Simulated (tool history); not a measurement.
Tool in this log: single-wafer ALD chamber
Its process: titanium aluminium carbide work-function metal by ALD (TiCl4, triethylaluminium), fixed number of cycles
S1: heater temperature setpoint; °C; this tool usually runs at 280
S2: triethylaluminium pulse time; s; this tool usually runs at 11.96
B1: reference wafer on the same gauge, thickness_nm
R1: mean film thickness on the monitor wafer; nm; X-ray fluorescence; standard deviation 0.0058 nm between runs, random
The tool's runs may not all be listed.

Run 1, hour 0: usual settings but S2 14.28 s; B1 1.65. Result: R1 1.881 nm.
Run 2, hour 47.6: usual settings but S1 271 °C; B1 1.651. Result: R1 1.77 nm.
Run 3, hour 83.1: usual settings but S1 271 °C; B1 1.648. Result: R1 1.761 nm.
Run 4, hour 150.5: usual settings; B1 1.651. Result: R1 1.818 nm.
At hour 199.8: triethylaluminium bottle replaced.
Run 5, hour 204.4: usual settings; B1 1.65. Result: R1 1.875 nm.
Run 6, hour 235.9: usual settings; B1 1.65. Result: R1 1.88 nm.
Run 7, hour 290.8: usual settings; B1 1.65. Result: R1 1.874 nm.
Run 8, hour 325.1: usual settings; B1 1.649. Result: R1 1.873 nm.
Run 9, hour 349.8: usual settings; B1 1.65. Result: R1 1.865 nm.
Run 10, hour 391.6: usual settings but S1 276 °C, S2 14.6 s; B1 1.65. Result: R1 1.844 nm.
Run 11, hour 421.9: usual settings but S1 289 °C; B1 1.65. Result: R1 1.941 nm.
Run 12, hour 462.3: usual settings but S1 289 °C; B1 1.65. Result: R1 1.922 nm.
Run 13, hour 501: usual settings; B1 1.652. Result: R1 1.852 nm.
Run 14, hour 556.9: usual settings; B1 1.651. Result: R1 1.851 nm.
Run 15, hour 586.8: usual settings; B1 1.65. Result: R1 1.838 nm.
Run 16, hour 628.2: usual settings but S1 293 °C; B1 1.65. Result: R1 1.938 nm.
Run 17, hour 658.6: usual settings but S1 284 °C; B1 1.649. Result: R1 1.866 nm.
At hour 683.9: gauge calibrated.
Run 18, hour 722.3: usual settings; B1 1.651. Result: R1 1.826 nm.
Run 19, hour 751.8: usual settings but S2 16.47 s; B1 1.65. Result: R1 1.867 nm.
Run 20, hour 803.6: usual settings but S1 271 °C, S2 7.56 s; B1 1.65. Result: R1 1.638 nm.
Run 21, hour 843.8: usual settings but S1 294 °C, S2 9.48 s; B1 1.65. Result: R1 1.858 nm.
Run 22, hour 883.3: usual settings but S1 290 °C; B1 1.649. Result: R1 1.88 nm.
Run 23, hour 919.1: usual settings but S1 289 °C; B1 1.649. Result: R1 1.866 nm.
Run 24, hour 953.2: usual settings but S1 270 °C, S2 13.65 s; B1 1.651. Result: R1 1.747 nm.
At hour 963.2: triethylaluminium bottle replaced.
At hour 1001: showerhead replaced.
Run 25, hour 1020.2: usual settings; B1 1.649. Result: R1 1.873 nm.
At hour 1052.2: thermocouple changed; heater temperature recalibrated.
Run 26, hour 1052.7: usual settings but S1 294 °C; B1 1.649. Result: R1 2.043 nm.
Run 27, hour 1084.4: usual settings but S1 273 °C, S2 9.11 s; B1 1.65. Result: R1 1.832 nm.
Run 28, hour 1220.4: usual settings but S1 293 °C, S2 7.91 s; B1 1.65. Result: R1 1.942 nm.
Run 29, hour 1268.4: usual settings but S2 14.52 s; B1 1.649. Result: R1 1.943 nm.
Run 30, hour 1292.4: usual settings but S1 265 °C, S2 16.19 s; B1 1.649. Result: R1 1.82 nm.
Run 31, hour 1328.1: usual settings; B1 1.65. Result: R1 1.909 nm.
Run 32, hour 1388.6: usual settings but S1 293 °C; B1 1.649. Result: R1 1.986 nm.

Each row is a separate what-if for the run after 32, all from the same tool condition, not one after another. Results?
Run A, hour 1389: usual settings; B1 ?. Result: R1 ?.
Run B, hour 1389: usual settings but S1 294 °C, S2 7.53 s; B1 ?. Result: R1 ?.
Run C, hour 1389: usual settings but S2 13.61 s; B1 ?. Result: R1 ?.
Run D, hour 1389: usual settings but S2 15.06 s; B1 ?. Result: R1 ?.
Run E, hour 1389: usual settings but S1 272 °C, S2 9.65 s; B1 ?. Result: R1 ?.

run    B1     R1
  A  1.65  1.902
  B  1.65  1.902
  C  1.65  1.922
  D  1.65  1.934
  E  1.65  1.799
Without the tool's hidden state the same runs would have given:
run     R1
  A  1.937
  B  1.978
  C  1.948
  D  1.955
  E  1.849
